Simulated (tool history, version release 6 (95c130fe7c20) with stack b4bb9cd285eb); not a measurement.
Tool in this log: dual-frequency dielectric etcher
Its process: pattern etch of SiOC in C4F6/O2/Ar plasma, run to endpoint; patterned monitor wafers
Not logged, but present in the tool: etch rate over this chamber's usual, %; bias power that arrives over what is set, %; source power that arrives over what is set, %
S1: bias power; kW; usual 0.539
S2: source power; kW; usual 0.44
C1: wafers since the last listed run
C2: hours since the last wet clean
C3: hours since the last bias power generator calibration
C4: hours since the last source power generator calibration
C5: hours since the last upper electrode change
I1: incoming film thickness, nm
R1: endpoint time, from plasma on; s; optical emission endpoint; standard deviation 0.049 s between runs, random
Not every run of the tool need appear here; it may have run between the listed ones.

Run 1, hour 0: usual settings; C1 0; C2 264.3; C3 2547.1; C4 3877.9; C5 4483.9; I1 38.59. Result: R1 13.3 s.
Run 2, hour 33.7: usual settings; C1 543; C2 298; C3 2580.8; C4 3911.6; C5 4517.6; I1 38.39. Result: R1 13.3 s.
Run 3, hour 81.1: usual settings; C1 764; C2 345.4; C3 2628.2; C4 3959; C5 4565; I1 38.9. Result: R1 13.5 s.
Run 4, hour 116.8: usual settings; C1 576; C2 381.1; C3 2663.9; C4 3994.7; C5 4600.7; I1 38.36. Result: R1 13.3 s.
Run 5, hour 208.5: usual settings but S1 0.436 kW; C1 1479; C2 472.8; C3 2755.6; C4 4086.4; C5 4692.4; I1 38.64. Result: R1 14.8 s.
Run 6, hour 236.6: usual settings; C1 453; C2 500.9; C3 2783.7; C4 4114.5; C5 4720.5; I1 38.88. Result: R1 13.7 s.
At hour 293: wet clean of the chamber.
Run 7, hour 293.5: usual settings but S2 0.47 kW; C1 530; C2 0.5; C3 2840.6; C4 4171.4; C5 4777.4; I1 38.82. Result: R1 12.7 s.
Run 8, hour 298.7: usual settings but S1 0.6 kW, S2 0.36 kW; C1 83; C2 5.7; C3 2845.8; C4 4176.6; C5 4782.6; I1 38.62. Result: R1 14.2 s.
Run 9, hour 310.8: usual settings; C1 195; C2 17.8; C3 2857.9; C4 4188.7; C5 4794.7; I1 38.54. Result: R1 13 s.
Run 10, hour 337.7: usual settings but S1 0.604 kW; C1 434; C2 44.7; C3 2884.8; C4 4215.6; C5 4821.6; I1 38.83. Result: R1 12.6 s.
Run 11, hour 364.7: usual settings but S1 0.604 kW; C1 435; C2 71.7; C3 2911.8; C4 4242.6; C5 4848.6; I1 38.32. Result: R1 12.4 s.
Run 12, hour 379.4: usual settings but S1 0.436 kW, S2 0.49 kW; C1 237; C2 86.4; C3 2926.5; C4 4257.3; C5 4863.3; I1 39.02. Result: R1 13.6 s.
Run 13, hour 404.4: usual settings but S1 0.444 kW, S2 0.37 kW; C1 403; C2 111.4; C3 2951.5; C4 4282.3; C5 4888.3; I1 38.47. Result: R1 15.9 s.
Run 14, hour 510.7: usual settings; C1 1715; C2 217.7; C3 3057.8; C4 4388.6; C5 4994.6; I1 38.66. Result: R1 13.3 s.
At hour 535.3: source power generator calibrated.
Run 15, hour 544.3: usual settings but S1 0.416 kW; C1 477; C2 251.3; C3 3091.4; C4 9; C5 5028.2; I1 38.81. Result: R1 15 s.
Run 16, hour 579.6: usual settings but S1 0.637 kW, S2 0.36 kW; C1 569; C2 286.6; C3 3126.7; C4 44.3; C5 5063.5; I1 38.37. Result: R1 14 s.
Run 17, hour 608.4: usual settings but S1 0.475 kW, S2 0.51 kW; C1 464; C2 315.4; C3 3155.5; C4 73.1; C5 5092.3; I1 38.76. Result: R1 13.1 s.
At hour 631.8: bias power generator calibrated.
At hour 643.8: upper electrode replaced.
Run 18, hour 661.4: usual settings but S1 0.664 kW, S2 0.41 kW; C1 596; C2 368.4; C3 29.6; C4 126.1; C5 17.6; I1 38.78. Result: R1 12.9 s.
Run 19, hour 677.4: usual settings but S1 0.67 kW, S2 0.53 kW; C1 258; C2 384.4; C3 45.6; C4 142.1; C5 33.6; I1 38.97. Result: R1 11.2 s.
Run 20, hour 698: usual settings; C1 332; C2 405; C3 66.2; C4 162.7; C5 54.2; I1 39.11. Result: R1 13.7 s.
Run 21, hour 718.6: usual settings but S1 0.423 kW, S2 0.51 kW; C1 332; C2 425.6; C3 86.8; C4 183.3; C5 74.8; I1 38.42. Result: R1 13.8 s.
Run 22, hour 740.9: usual settings but S1 0.477 kW; C1 359; C2 447.9; C3 109.1; C4 205.6; C5 97.1; I1 38.96. Result: R1 14.3 s.
Run 23, hour 760.8: usual settings; C1 321; C2 467.8; C3 129; C4 225.5; C5 117; I1 38.52. Result: R1 13.5 s.
Run 24, hour 775: usual settings but S1 0.445 kW, S2 0.49 kW; C1 229; C2 482; C3 143.2; C4 239.7; C5 131.2; I1 38.74. Result: R1 13.9 s.
Run 25, hour 807.2: usual settings but S1 0.625 kW, S2 0.49 kW; C1 519; C2 514.2; C3 175.4; C4 271.9; C5 163.4; I1 38.87. Result: R1 12 s.

Alternative continuations, all from the tool just after run 25; predict every row:
Run A, hour 807.6: usual settings but S1 0.579 kW; C1 6; C2 514.6; C3 175.8; C4 272.3; C5 163.8; I1 38.79. Result: R1 ?.
Run B, hour 807.6: usual settings but S2 0.37 kW; C1 6; C2 514.6; C3 175.8; C4 272.3; C5 163.8; I1 38.79. Result: R1 ?.
Run C, hour 807.6: usual settings but S1 0.441 kW, S2 0.53 kW; C1 6; C2 514.6; C3 175.8; C4 272.3; C5 163.8; I1 38.79. Result: R1 ?.
Run D, hour 807.6: usual settings but S1 0.505 kW; C1 6; C2 514.6; C3 175.8; C4 272.3; C5 163.8; I1 38.79. Result: R1 ?.
Run E, hour 807.6: usual settings but S1 0.638 kW, S2 0.35 kW; C1 6; C2 514.6; C3 175.8; C4 272.3; C5 163.8; I1 38.79. Result: R1 ?.

run    R1
  A  13.2
  B  15.2
  C  13.3
  D    14
  E  14.7
What these runs would have given with no unlogged condition in the tool:
run    R1
  A  12.6
  B  14.5
  C  12.7
  D  13.4
  E    14
